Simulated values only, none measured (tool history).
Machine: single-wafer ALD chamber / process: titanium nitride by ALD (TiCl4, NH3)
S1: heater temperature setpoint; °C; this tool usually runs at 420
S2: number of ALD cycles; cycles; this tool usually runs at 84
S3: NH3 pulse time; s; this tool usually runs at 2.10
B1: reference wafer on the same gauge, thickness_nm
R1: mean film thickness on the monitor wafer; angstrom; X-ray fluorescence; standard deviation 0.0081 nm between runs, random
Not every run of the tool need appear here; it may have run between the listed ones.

{"run": 1, "hour": 0.0, "S1": 420, "S2": 84, "S3": 2.1, "B1": 1.521, "R1": 18.57}
{"run": 2, "hour": 13.7, "S1": 420, "S2": 84, "S3": 2.1, "B1": 1.521, "R1": 18.56}
{"run": 3, "hour": 32.2, "S1": 420, "S2": 84, "S3": 2.1, "B1": 1.52, "R1": 18.54}
{"run": 4, "hour": 48.9, "S1": 420, "S2": 84, "S3": 2.1, "B1": 1.519, "R1": 18.44}
{"run": 5, "hour": 60.0, "S1": 420, "S2": 84, "S3": 2.1, "B1": 1.517, "R1": 18.68}
{"run": 6, "hour": 75.7, "S1": 420, "S2": 84, "S3": 2.1, "B1": 1.521, "R1": 18.7}
{"run": 7, "hour": 86.9, "S1": 420, "S2": 84, "S3": 2.62, "B1": 1.522, "R1": 18.66}
{"run": 8, "hour": 100.7, "S1": 420, "S2": 84, "S3": 2.62, "B1": 1.518, "R1": 18.76}
{"run": 9, "hour": 114.7, "S1": 420, "S2": 84, "S3": 2.62, "B1": 1.522, "R1": 18.48}
{"run": 10, "hour": 124.6, "S1": 420, "S2": 84, "S3": 2.1, "B1": 1.52, "R1": 18.62}
{"hour": 133.3, "done": "gauge calibrated"}
{"run": 11, "hour": 136.3, "S1": 420, "S2": 84, "S3": 2.1, "B1": 1.521, "R1": 18.47}
{"run": 12, "hour": 153.0, "S1": 420, "S2": 84, "S3": 2.1, "B1": 1.52, "R1": 18.5}
{"run": 13, "hour": 164.2, "S1": 420, "S2": 84, "S3": 2.1, "B1": 1.518, "R1": 18.53}
{"run": 14, "hour": 172.7, "S1": 420, "S2": 84, "S3": 2.1, "B1": 1.522, "R1": 18.44}
{"run": 15, "hour": 190.0, "S1": 420, "S2": 84, "S3": 2.1, "B1": 1.519, "R1": 18.63}
{"run": 16, "hour": 200.0, "S1": 420, "S2": 84, "S3": 2.1, "B1": 1.517, "R1": 18.57}
{"hour": 213.3, "done": "showerhead replaced"}
{"run": 17, "hour": 213.7, "S1": 420, "S2": 84, "S3": 2.1, "B1": 1.523, "R1": 18.52}
{"run": 18, "hour": 222.6, "S1": 430, "S2": 98, "S3": 2.37, "B1": 1.523, "R1": 21.87}
{"run": 19, "hour": 238.2, "S1": 420, "S2": 84, "S3": 2.1, "B1": 1.519, "R1": 18.5}
{"hour": 260.1, "done": "thermocouple changed; heater temperature recalibrated"}
{"run": 20, "hour": 260.6, "S1": 416, "S2": 101, "S3": 1.42, "B1": 1.519, "R1": 22.04}
{"run": 21, "hour": 268.1, "S1": 425, "S2": 77, "S3": 2.1, "B1": 1.523, "R1": 17.16}
{"run": 22, "hour": 280.1, "S1": 420, "S2": 84, "S3": 2.32, "B1": 1.519, "R1": 18.58}
{"run": 23, "hour": 286.2, "S1": 420, "S2": 84, "S3": 2.1, "B1": 1.519, "R1": 18.5}
{"run": 24, "hour": 294.7, "S1": 431, "S2": 70, "S3": 2.1, "B1": 1.52, "R1": 15.58}
{"run": 25, "hour": 305.3, "S1": 411, "S2": 84, "S3": 2.1, "B1": 1.519, "R1": 18.56}
{"run": 26, "hour": 311.8, "S1": 429, "S2": 89, "S3": 2.57, "B1": 1.518, "R1": 19.68}
{"run": 27, "hour": 328.4, "S1": 420, "S2": 76, "S3": 2.1, "B1": 1.521, "R1": 16.84}
{"run": 28, "hour": 346.0, "S1": 426, "S2": 84, "S3": 2.8, "B1": 1.515, "R1": 18.83}
{"run": 29, "hour": 360.0, "S1": 432, "S2": 71, "S3": 2.94, "B1": 1.519, "R1": 15.77}
{"run": 30, "hour": 368.3, "S1": 420, "S2": 84, "S3": 2.1, "B1": 1.52, "R1": 18.67}
{"run": 31, "hour": 396.6, "S1": 416, "S2": 75, "S3": 1.39, "B1": 1.52, "R1": 16.39}
{"run": 32, "hour": 406.9, "S1": 420, "S2": 84, "S3": 2.1, "B1": 1.521, "R1": 18.54}
{"run": 33, "hour": 423.0, "S1": 430, "S2": 100, "S3": 2.68, "B1": 1.521, "R1": 22.28}
{"run": 34, "hour": 440.7, "S1": 426, "S2": 92, "S3": 1.47, "B1": 1.52, "R1": 20.1}
{"run": 35, "hour": 455.1, "S1": 434, "S2": 84, "S3": 2.72, "B1": 1.52, "R1": 18.7}
{"run": 36, "hour": 480.4, "S1": 410, "S2": 84, "S3": 2.1, "B1": 1.52, "R1": 18.5}
{"run": 37, "hour": 495.8, "S1": 420, "S2": 84, "S3": 2.1, "B1": 1.52, "R1": 18.6}

For run 38, what comes out?
{"run": 38, "hour": 504.8, "S1": 426, "S2": 74, "S3": 1.74, "B1": "?", "R1": "?"}

{"run 38": {"B1": 1.52, "R1": 16.4}}
Had the tool carried no hidden state, the very same run would have given R1 16.40 angstrom.

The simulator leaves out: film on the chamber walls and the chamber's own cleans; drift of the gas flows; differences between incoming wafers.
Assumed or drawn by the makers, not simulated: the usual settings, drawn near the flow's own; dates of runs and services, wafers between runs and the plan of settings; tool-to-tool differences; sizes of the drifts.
